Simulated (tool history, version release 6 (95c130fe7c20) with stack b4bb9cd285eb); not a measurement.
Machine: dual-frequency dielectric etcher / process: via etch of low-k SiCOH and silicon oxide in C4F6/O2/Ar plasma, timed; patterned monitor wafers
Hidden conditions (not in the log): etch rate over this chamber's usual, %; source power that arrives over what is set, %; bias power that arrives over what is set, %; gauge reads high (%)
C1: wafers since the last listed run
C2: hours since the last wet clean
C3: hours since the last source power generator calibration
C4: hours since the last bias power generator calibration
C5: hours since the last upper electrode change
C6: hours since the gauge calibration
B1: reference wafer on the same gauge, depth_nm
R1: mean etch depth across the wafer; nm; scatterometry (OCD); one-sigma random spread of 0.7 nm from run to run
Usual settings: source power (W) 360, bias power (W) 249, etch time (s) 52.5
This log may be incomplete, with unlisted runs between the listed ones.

Run 1, day 0: usual settings; C1 0; C2 377.1; C3 4797.8; C4 2694.8; C5 3751.5; C6 506.8; B1 150.8. Result: R1 160.4 nm.
Run 2, day 2.283: usual settings but bias power (W) 221; C1 577; C2 431.9; C3 4852.6; C4 2749.6; C5 3806.3; C6 561.6; B1 150.9. Result: R1 155.8 nm.
Run 3, day 4.721: usual settings but bias power (W) 221; C1 616; C2 490.4; C3 4911.1; C4 2808.1; C5 3864.8; C6 620.1; B1 151. Result: R1 157.2 nm.
Run 4, day 7.292: usual settings but bias power (W) 229; C1 649; C2 552.1; C3 4972.8; C4 2869.8; C5 3926.5; C6 681.8; B1 151.4. Result: R1 159.8 nm.
At day 9.233: wet clean of the chamber.
Run 5, day 9.608: usual settings but bias power (W) 229; C1 332; C2 9; C3 5028.4; C4 2925.4; C5 3982.1; C6 737.4; B1 151.1. Result: R1 153.4 nm.
At day 10.021: source power generator calibrated.
Run 6, day 12.367: usual settings; C1 655; C2 75.2; C3 56.3; C4 2991.6; C5 4048.3; C6 803.6; B1 150.9. Result: R1 159.4 nm.
At day 14.7: bias power generator calibrated.
Run 7, day 15.1: usual settings; C1 648; C2 140.8; C3 121.9; C4 9.6; C5 4113.9; C6 869.2; B1 151. Result: R1 160.6 nm.
Run 8, day 17.812: usual settings but source power (W) 400; C1 685; C2 205.9; C3 187; C4 74.7; C5 4179; C6 934.3; B1 151.1. Result: R1 167.2 nm.
Run 9, day 25.079: usual settings but source power (W) 400; C1 1837; C2 380.3; C3 361.4; C4 249.1; C5 4353.4; C6 1108.7; B1 150.7. Result: R1 169.7 nm.
Run 10, day 26.238: usual settings but source power (W) 400; C1 292; C2 408.1; C3 389.2; C4 276.9; C5 4381.2; C6 1136.5; B1 151.3. Result: R1 169.9 nm.
Run 11, day 28.175: usual settings; C1 489; C2 454.6; C3 435.7; C4 323.4; C5 4427.7; C6 1183; B1 150.9. Result: R1 163.9 nm.
At day 30.133: wet clean of the chamber.
Run 12, day 30.704: usual settings but source power (W) 310, etch time (s) 41.5; C1 386; C2 13.7; C3 496.4; C4 384.1; C5 4488.4; C6 1243.7; B1 151.1. Result: R1 116.9 nm.
Run 13, day 32.762: usual settings but source power (W) 300, bias power (W) 210, etch time (s) 37; C1 520; C2 63.1; C3 545.8; C4 433.5; C5 4537.8; C6 1293.1; B1 151.1. Result: R1 97 nm.
At day 34.283: upper electrode replaced, of another model than before.
Run 14, day 35.067: usual settings but bias power (W) 209, etch time (s) 37.5; C1 329; C2 118.4; C3 601.1; C4 488.8; C5 18.8; C6 1348.4; B1 150.7. Result: R1 103.8 nm.
Run 15, day 37.338: usual settings; C1 574; C2 172.9; C3 655.6; C4 543.3; C5 73.3; C6 1402.9; B1 150.8. Result: R1 159.5 nm.
Run 16, day 39.454: usual settings but source power (W) 390, etch time (s) 48; C1 535; C2 223.7; C3 706.4; C4 594.1; C5 124.1; C6 1453.7; B1 150.8. Result: R1 149.9 nm.
Run 17, day 41.004: usual settings but source power (W) 390, bias power (W) 306, etch time (s) 41; C1 391; C2 260.9; C3 743.6; C4 631.3; C5 161.3; C6 1490.9; B1 150.9. Result: R1 140.3 nm.
Run 18, day 43.379: usual settings but bias power (W) 267; C1 600; C2 317.9; C3 800.6; C4 688.3; C5 218.3; C6 1547.9; B1 151.2. Result: R1 167.4 nm.
At day 44.567: gauge calibrated.
Run 19, day 45.112: usual settings but bias power (W) 231, etch time (s) 59; C1 438; C2 359.5; C3 842.2; C4 729.9; C5 259.9; C6 13.1; B1 151.2. Result: R1 174.5 nm.
Run 20, day 47.167: usual settings but source power (W) 310, bias power (W) 224, etch time (s) 60; C1 519; C2 408.8; C3 891.5; C4 779.2; C5 309.2; C6 62.4; B1 151.1. Result: R1 167.8 nm.
Run 21, day 49.025: usual settings but bias power (W) 223, etch time (s) 47; C1 469; C2 453.4; C3 936.1; C4 823.8; C5 353.8; C6 107; B1 150.9. Result: R1 139.5 nm.
Run 22, day 50.079: usual settings but bias power (W) 201, etch time (s) 48; C1 266; C2 478.7; C3 961.4; C4 849.1; C5 379.1; C6 132.3; B1 151.1. Result: R1 135.1 nm.
Run 23, day 52.362: usual settings but source power (W) 320, bias power (W) 271, etch time (s) 43.5; C1 577; C2 533.5; C3 1016.2; C4 903.9; C5 433.9; C6 187.1; B1 150.8. Result: R1 137.3 nm.
At day 53.612: wet clean of the chamber.
Run 24, day 55.138: usual settings but bias power (W) 309; C1 448; C2 36.6; C3 1082.8; C4 970.5; C5 500.5; C6 253.7; B1 150.8. Result: R1 175 nm.
Run 25, day 56.412: usual settings but etch time (s) 63.5; C1 322; C2 67.2; C3 1113.4; C4 1001.1; C5 531.1; C6 284.3; B1 151.1. Result: R1 191.6 nm.
Run 26, day 59.417: usual settings; C1 759; C2 139.3; C3 1185.5; C4 1073.2; C5 603.2; C6 356.4; B1 151.3. Result: R1 158.8 nm.
Run 27, day 66.383: usual settings; C1 1761; C2 306.5; C3 1352.7; C4 1240.4; C5 770.4; C6 523.6; B1 150.9. Result: R1 161.8 nm.
Run 28, day 67.608: usual settings but source power (W) 440; C1 309; C2 335.9; C3 1382.1; C4 1269.8; C5 799.8; C6 553; B1 151. Result: R1 172.6 nm.
Run 29, day 69.925: usual settings but source power (W) 310, bias power (W) 224, etch time (s) 60; C1 585; C2 391.5; C3 1437.7; C4 1325.4; C5 855.4; C6 608.6; B1 151.1. Result: R1 169.6 nm.
Run 30, day 70.942: usual settings but source power (W) 330, etch time (s) 43; C1 257; C2 415.9; C3 1462.1; C4 1349.8; C5 879.8; C6 633; B1 151. Result: R1 130 nm.

Here are 3 independent what-if runs from the current tool condition. What would each one return?
Run A, day 70.958: usual settings; C1 4; C2 416.3; C3 1462.5; C4 1350.2; C5 880.2; C6 633.4; B1 ?. Result: R1 ?.
Run B, day 70.958: usual settings but source power (W) 330, bias power (W) 294; C1 4; C2 416.3; C3 1462.5; C4 1350.2; C5 880.2; C6 633.4; B1 ?. Result: R1 ?.
Run C, day 70.958: usual settings but bias power (W) 207; C1 4; C2 416.3; C3 1462.5; C4 1350.2; C5 880.2; C6 633.4; B1 ?. Result: R1 ?.

run     B1     R1
  A  151.1  163.3
  B  151.1  172.5
  C  151.1  148.9
What these runs would have given with no unlogged condition in the tool:
run     R1
  A  157.2
  B    166
  C  143.4
